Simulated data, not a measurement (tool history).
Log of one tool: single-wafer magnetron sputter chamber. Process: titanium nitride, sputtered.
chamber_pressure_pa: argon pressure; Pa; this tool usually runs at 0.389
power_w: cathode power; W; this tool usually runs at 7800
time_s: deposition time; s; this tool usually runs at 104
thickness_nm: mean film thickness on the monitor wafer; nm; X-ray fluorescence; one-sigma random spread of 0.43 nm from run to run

| run | hour | chamber_pressure_pa | power_w | time_s | wafers since the last listed run | wafers on the sputter target | hours since the last manometer calibration | hours since the magnet pack was replaced | hours since the gauge calibration | read-back reference wafer on the same gauge, thickness_nm | thickness_nm |
|---|---|---|---|---|---|---|---|---|---|---|---|
| 1 | 0 | 0.389 | 7800 | 92 | 0 | 1602 | 974.6 | 6550.6 | 730.9 | 151.029 | 132.941 |
| 2 | 67 | 0.389 | 7800 | 94 | 1063 | 2665 | 1041.6 | 6617.6 | 797.9 | 150.979 | 135.521 |
| 3 | 126.7 | 0.389 | 7800 | 94 | 947 | 3613 | 1101.3 | 6677.3 | 857.6 | 150.969 | 136.167 |
|  | 300 | gauge calibrated |
|  | 399.4 | sputter target and shields replaced |
| 4 | 441.9 | 0.389 | 7800 | 117 | 4876 | 674 | 1416.5 | 6992.5 | 141.9 | 150.987 | 169.378 |
| 5 | 623.3 | 0.389 | 7800 | 104 | 2879 | 3554 | 1597.9 | 7173.9 | 323.3 | 150.837 | 150.594 |
| 6 | 678 | 0.389 | 7800 | 104 | 868 | 4422 | 1652.6 | 7228.6 | 378 | 150.983 | 150.033 |
| 7 | 764.6 | 0.316 | 7800 | 104 | 1374 | 5797 | 1739.2 | 7315.2 | 464.6 | 151.018 | 155.738 |
| 8 | 801.6 | 0.316 | 7800 | 104 | 587 | 6384 | 1776.2 | 7352.2 | 501.6 | 151.145 | 157.55 |
| 9 | 862.3 | 0.389 | 7350 | 93 | 963 | 7347 | 1836.9 | 7412.9 | 562.3 | 150.96 | 126.913 |
|  | 883.1 | sputter target and shields replaced |
| 10 | 913.4 | 0.389 | 7350 | 93 | 684 | 480 | 1888 | 7464 | 613.4 | 150.919 | 127.177 |
|  | 941.1 | magnet pack replaced |
| 11 | 987.3 | 0.389 | 8600 | 88 | 1046 | 1526 | 1961.9 | 46.2 | 687.3 | 151.045 | 141.126 |
| 12 | 1031.5 | 0.389 | 7800 | 104 | 701 | 2228 | 2006.1 | 90.4 | 731.5 | 151.145 | 150.301 |
|  | 1094 | gauge calibrated |
| 13 | 1105.3 | 0.261 | 7800 | 104 | 1171 | 3399 | 2079.9 | 164.2 | 11.3 | 150.898 | 161.702 |
| 14 | 1203.7 | 0.389 | 7800 | 125 | 1561 | 4961 | 2178.3 | 262.6 | 109.7 | 151.078 | 181.549 |
|  | 1307.6 | sputter target and shields replaced |
| 15 | 1308.1 | 0.389 | 7800 | 104 | 1530 | 8 | 2282.7 | 367 | 214.1 | 151.027 | 150.825 |
|  | 1350.7 | capacitance manometer re-zeroed and calibrated |
| 16 | 1408.8 | 0.455 | 7150 | 104 | 1471 | 1479 | 58.1 | 467.7 | 314.8 | 151.201 | 130.439 |
| 17 | 1509 | 0.333 | 9750 | 89 | 1590 | 3070 | 158.3 | 567.9 | 415 | 151.055 | 164.635 |
| 18 | 1609.5 | 0.266 | 7250 | 112 | 1595 | 4665 | 258.8 | 668.4 | 515.5 | 150.891 | 160.974 |
|  | 1722.6 | sputter target and shields replaced |
| 19 | 1723.1 | 0.335 | 7800 | 104 | 1676 | 7 | 372.4 | 782 | 629.1 | 151.096 | 153.953 |
| 20 | 1766.9 | 0.389 | 7800 | 104 | 695 | 702 | 416.2 | 825.8 | 672.9 | 150.988 | 149.913 |

Describe how what the log doesn't record of the tool's condition differs between the last listed run preceding each entry between runs and the first listed run following it.
After run 3, before run 4: gauge calibrated (hour 300); sputter target and shields replaced (hour 399.4)
  true argon pressure above the setpoint (%): -5.97 -> -6.72
  measured value less the no-hidden-state value, thickness_nm: +1.938 -> +2.713 nm
After run 9, before run 10: sputter target and shields replaced (hour 883.1)
  true argon pressure above the setpoint (%): -7.37 -> -7.43
  measured value less the no-hidden-state value, thickness_nm: +2.229 -> +2.252 nm
After run 10, before run 11: magnet pack replaced (hour 941.1)
  true argon pressure above the setpoint (%): -7.43 -> -7.51
  measured value less the no-hidden-state value, thickness_nm: +2.252 -> +2.526 nm
After run 12, before run 13: gauge calibrated (hour 1094)
  true argon pressure above the setpoint (%): -7.56 -> -7.62
  measured value less the no-hidden-state value, thickness_nm: +2.706 -> +1.367 nm
After run 14, before run 15: sputter target and shields replaced (hour 1307.6)
  true argon pressure above the setpoint (%): -7.71 -> -7.79
  measured value less the no-hidden-state value, thickness_nm: +3.334 -> +2.798 nm
After run 15, before run 16: capacitance manometer re-zeroed and calibrated (hour 1350.7)
  true argon pressure above the setpoint (%): -7.79 -> -1.77
  measured value less the no-hidden-state value, thickness_nm: +2.798 -> +0.697 nm
After run 18, before run 19: sputter target and shields replaced (hour 1722.6)
  true argon pressure above the setpoint (%): -3.51 -> -4.33
  measured value less the no-hidden-state value, thickness_nm: +0.657 -> +1.24 nm

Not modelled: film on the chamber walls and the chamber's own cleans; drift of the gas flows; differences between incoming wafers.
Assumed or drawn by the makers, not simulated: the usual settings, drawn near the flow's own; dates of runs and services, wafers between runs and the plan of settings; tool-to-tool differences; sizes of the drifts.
